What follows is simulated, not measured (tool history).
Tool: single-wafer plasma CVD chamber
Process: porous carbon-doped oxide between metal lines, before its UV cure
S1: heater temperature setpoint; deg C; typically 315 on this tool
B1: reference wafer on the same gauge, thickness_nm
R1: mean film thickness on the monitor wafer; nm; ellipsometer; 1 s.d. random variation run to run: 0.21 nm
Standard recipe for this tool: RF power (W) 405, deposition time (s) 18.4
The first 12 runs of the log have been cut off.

{"run": 13, "hour": 884.4, "S1": 315, "RF power (W)": 405, "deposition time (s)": 18.4, "B1": 74.631, "R1": 76.283}
{"hour": 940.4, "done": "showerhead replaced"}
{"hour": 955.3, "done": "gauge calibrated"}
{"run": 14, "hour": 967.0, "S1": 320, "RF power (W)": 405, "deposition time (s)": 18.4, "B1": 74.577, "R1": 74.495}
{"run": 15, "hour": 1060.4, "S1": 320, "RF power (W)": 405, "deposition time (s)": 18.4, "B1": 74.601, "R1": 74.788}
{"run": 16, "hour": 1160.2, "S1": 320, "RF power (W)": 405, "deposition time (s)": 18.4, "B1": 74.575, "R1": 74.027}
{"hour": 1186.0, "done": "thermocouple changed; heater temperature recalibrated"}
{"run": 17, "hour": 1209.6, "S1": 311, "RF power (W)": 325, "deposition time (s)": 17.0, "B1": 74.608, "R1": 63.969}
{"run": 18, "hour": 1295.0, "S1": 322, "RF power (W)": 405, "deposition time (s)": 21.7, "B1": 74.593, "R1": 87.738}
{"run": 19, "hour": 1402.1, "S1": 315, "RF power (W)": 345, "deposition time (s)": 17.1, "B1": 74.575, "R1": 64.72}
{"hour": 1464.9, "done": "RF generator calibrated"}
{"run": 20, "hour": 1477.9, "S1": 327, "RF power (W)": 405, "deposition time (s)": 18.4, "B1": 74.602, "R1": 72.071}
{"run": 21, "hour": 1517.7, "S1": 305, "RF power (W)": 350, "deposition time (s)": 20.5, "B1": 74.623, "R1": 82.471}
{"run": 22, "hour": 1604.2, "S1": 315, "RF power (W)": 405, "deposition time (s)": 18.4, "B1": 74.617, "R1": 76.989}
{"run": 23, "hour": 1694.1, "S1": 308, "RF power (W)": 405, "deposition time (s)": 18.4, "B1": 74.66, "R1": 80.3}
{"run": 24, "hour": 1991.4, "S1": 315, "RF power (W)": 405, "deposition time (s)": 18.4, "B1": 74.601, "R1": 76.815}
{"run": 25, "hour": 2082.6, "S1": 311, "RF power (W)": 365, "deposition time (s)": 16.5, "B1": 74.612, "R1": 65.974}
{"run": 26, "hour": 2187.3, "S1": 315, "RF power (W)": 405, "deposition time (s)": 18.4, "B1": 74.605, "R1": 76.797}
{"run": 27, "hour": 2295.3, "S1": 315, "RF power (W)": 405, "deposition time (s)": 19.8, "B1": 74.606, "R1": 82.161}
{"run": 28, "hour": 2367.6, "S1": 303, "RF power (W)": 440, "deposition time (s)": 20.8, "B1": 74.622, "R1": 97.675}
{"run": 29, "hour": 2440.0, "S1": 315, "RF power (W)": 405, "deposition time (s)": 18.4, "B1": 74.606, "R1": 76.586}
{"run": 30, "hour": 2505.4, "S1": 319, "RF power (W)": 460, "deposition time (s)": 19.8, "B1": 74.596, "R1": 87.369}
{"run": 31, "hour": 2568.2, "S1": 308, "RF power (W)": 380, "deposition time (s)": 17.2, "B1": 74.628, "R1": 71.591}
{"run": 32, "hour": 2671.2, "S1": 304, "RF power (W)": 405, "deposition time (s)": 21.9, "B1": 74.641, "R1": 96.705}

Each row is a separate what-if for the run after 32, all from the same tool condition, not one after another. Results?
{"run": "A", "hour": 2671.6, "S1": 329, "RF power (W)": 405, "deposition time (s)": 18.4, "B1": "?", "R1": "?"}
{"run": "B", "hour": 2671.6, "S1": 322, "RF power (W)": 455, "deposition time (s)": 18.4, "B1": "?", "R1": "?"}
{"run": "C", "hour": 2671.6, "S1": 301, "RF power (W)": 375, "deposition time (s)": 18.4, "B1": "?", "R1": "?"}
{"run": "D", "hour": 2671.6, "S1": 307, "RF power (W)": 405, "deposition time (s)": 18.4, "B1": "?", "R1": "?"}

run=A B1=74.601 R1=70.664
run=B B1=74.601 R1=79.320
run=C B1=74.601 R1=78.881
run=D B1=74.601 R1=79.993
What these runs would have given with no unlogged condition in the tool:
run=A R1=72.006
run=B R1=80.955
run=C R1=80.752
run=D R1=81.834
